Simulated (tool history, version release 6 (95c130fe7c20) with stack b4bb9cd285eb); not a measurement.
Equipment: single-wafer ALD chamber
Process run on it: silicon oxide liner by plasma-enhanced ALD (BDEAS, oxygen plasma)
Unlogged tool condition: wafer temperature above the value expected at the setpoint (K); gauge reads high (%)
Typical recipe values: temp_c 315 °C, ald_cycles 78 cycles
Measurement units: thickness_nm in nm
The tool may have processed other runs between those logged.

run,hour,temp_c,ald_cycles,wafers since the last listed run,hours since the last thermocouple change,hours since the gauge calibration,"read-back reference wafer on the same gauge, thickness_nm",thickness_nm
1,0.0,320,78,0,1459.6,988.3,7.598,6.904
2,69.8,315,83,413,1529.4,1058.1,7.603,7.420
3,157.0,315,83,516,1616.6,1145.3,7.602,7.390
4,254.4,315,83,576,1714.0,1242.7,7.620,7.425
5,336.5,315,78,486,1796.1,1324.8,7.624,6.999
6,431.0,315,73,559,1890.6,1419.3,7.634,6.562
7,538.6,315,73,637,1998.2,1526.9,7.645,6.534
8,628.5,315,73,532,2088.1,1616.8,7.648,6.561
9,731.3,315,78,608,2190.9,1719.6,7.659,7.024
10,785.4,315,78,320,2245.0,1773.7,7.665,7.009
11,881.2,323,78,567,2340.8,1869.5,7.675,6.964
12,975.0,323,78,555,2434.6,1963.3,7.683,6.955
# hour 1018.2: thermocouple changed; heater temperature recalibrated
13,1065.9,315,78,490,47.7,2054.2,7.685,7.020
# hour 1094.6: gauge calibrated
14,1159.9,315,78,556,141.7,65.3,7.522,6.853
15,1256.2,307,74,570,238.0,161.6,7.529,6.626
16,1344.9,315,68,525,326.7,250.3,7.540,6.009
17,1452.6,315,78,637,434.4,358.0,7.547,6.934
18,1500.4,315,74,283,482.2,405.8,7.549,6.545
19,1551.3,320,64,301,533.1,456.7,7.557,5.648
20,1636.6,315,83,505,618.4,542.0,7.563,7.404
21,1718.0,315,78,481,699.8,623.4,7.568,6.939
22,1787.9,305,72,413,769.7,693.3,7.575,6.476

What will run 23 give?
23,1873.9,302,78,509,855.7,779.3,?,?

read-back reference wafer on the same gauge, thickness_nm: 7.583
thickness_nm: 7.068 nm
If the tool had no hidden condition, the same run with the same run-to-run variation would have returned thickness_nm 7.012 nm.
